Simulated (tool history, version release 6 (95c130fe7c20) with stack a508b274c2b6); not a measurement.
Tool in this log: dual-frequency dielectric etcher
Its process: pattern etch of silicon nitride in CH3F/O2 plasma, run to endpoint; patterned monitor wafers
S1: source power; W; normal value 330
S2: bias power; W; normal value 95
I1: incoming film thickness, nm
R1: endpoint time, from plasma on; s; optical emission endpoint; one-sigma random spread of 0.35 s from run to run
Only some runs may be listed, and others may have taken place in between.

| run | hour | S1 | S2 | I1 | R1 |
|---|---|---|---|---|---|
| 1 | 0.0 | 330 | 103 | 101.4 | 110.5 |
| 2 | 171.1 | 330 | 103 | 98.9 | 106.9 |
| 3 | 238.9 | 330 | 103 | 100.3 | 107.6 |
|  | 286.3 | wet clean of the chamber |
| 4 | 286.8 | 330 | 95 | 100.3 | 113.7 |
| 5 | 312.9 | 330 | 95 | 99.4 | 113.2 |
| 6 | 374.9 | 330 | 95 | 99.7 | 113.0 |
| 7 | 403.1 | 330 | 90 | 99.8 | 115.4 |
| 8 | 474.7 | 330 | 95 | 100.2 | 112.5 |
| 9 | 506.5 | 330 | 95 | 100.2 | 112.6 |
| 10 | 537.9 | 330 | 95 | 100.3 | 112.6 |
| 11 | 592.1 | 330 | 95 | 99.6 | 111.4 |
| 12 | 646.8 | 330 | 95 | 100.0 | 111.5 |
| 13 | 687.6 | 330 | 95 | 100.8 | 112.9 |
|  | 719.1 | wet clean of the chamber |
| 14 | 728.7 | 290 | 95 | 100.4 | 116.3 |
|  | 774.2 | upper electrode replaced |
| 15 | 793.4 | 330 | 95 | 101.0 | 113.4 |
| 16 | 835.3 | 330 | 95 | 101.2 | 114.1 |
| 17 | 884.5 | 330 | 95 | 100.0 | 112.4 |
| 18 | 949.5 | 250 | 114 | 99.3 | 107.7 |
| 19 | 977.3 | 330 | 73 | 99.7 | 125.0 |
|  | 987.7 | source power generator calibrated |
| 20 | 1027.2 | 330 | 118 | 100.8 | 102.6 |
| 21 | 1078.6 | 370 | 102 | 100.2 | 106.4 |
|  | 1109.9 | wet clean of the chamber |
| 22 | 1130.5 | 250 | 72 | 100.1 | 134.0 |
| 23 | 1194.3 | 330 | 74 | 100.3 | 126.5 |
| 24 | 1247.0 | 400 | 95 | 100.2 | 109.3 |
| 25 | 1284.0 | 330 | 95 | 100.0 | 113.2 |
|  | 1294.2 | bias power generator calibrated |
| 26 | 1330.3 | 400 | 78 | 100.7 | 120.4 |
| 27 | 1364.1 | 400 | 108 | 100.0 | 104.8 |
| 28 | 1420.5 | 330 | 95 | 99.5 | 113.2 |
| 29 | 1473.3 | 260 | 85 | 100.3 | 125.1 |
| 30 | 1526.2 | 330 | 89 | 100.1 | 116.9 |
| 31 | 1570.3 | 330 | 89 | 100.4 | 116.6 |
|  | 1602.1 | wet clean of the chamber |
| 32 | 1602.6 | 330 | 95 | 100.5 | 115.2 |
| 33 | 1666.6 | 330 | 107 | 99.3 | 108.7 |

Below are 4 alternative next runs, each starting from the tool's condition after run 33. Predict each:
| A | 1667.1 | 330 | 95 | 101.0 | ? |
| B | 1667.1 | 330 | 72 | 101.0 | ? |
| C | 1667.1 | 260 | 111 | 101.0 | ? |
| D | 1667.1 | 290 | 80 | 101.0 | ? |

| run | R1 |
|---|---|
| A | 116.0 |
| B | 130.5 |
| C | 112.9 |
| D | 127.8 |
The same runs, with their run-to-run variation unchanged, on a tool lacking any hidden condition would have given:
| run | R1 |
|---|---|
| A | 117.1 |
| B | 131.8 |
| C | 114.1 |
| D | 129.0 |
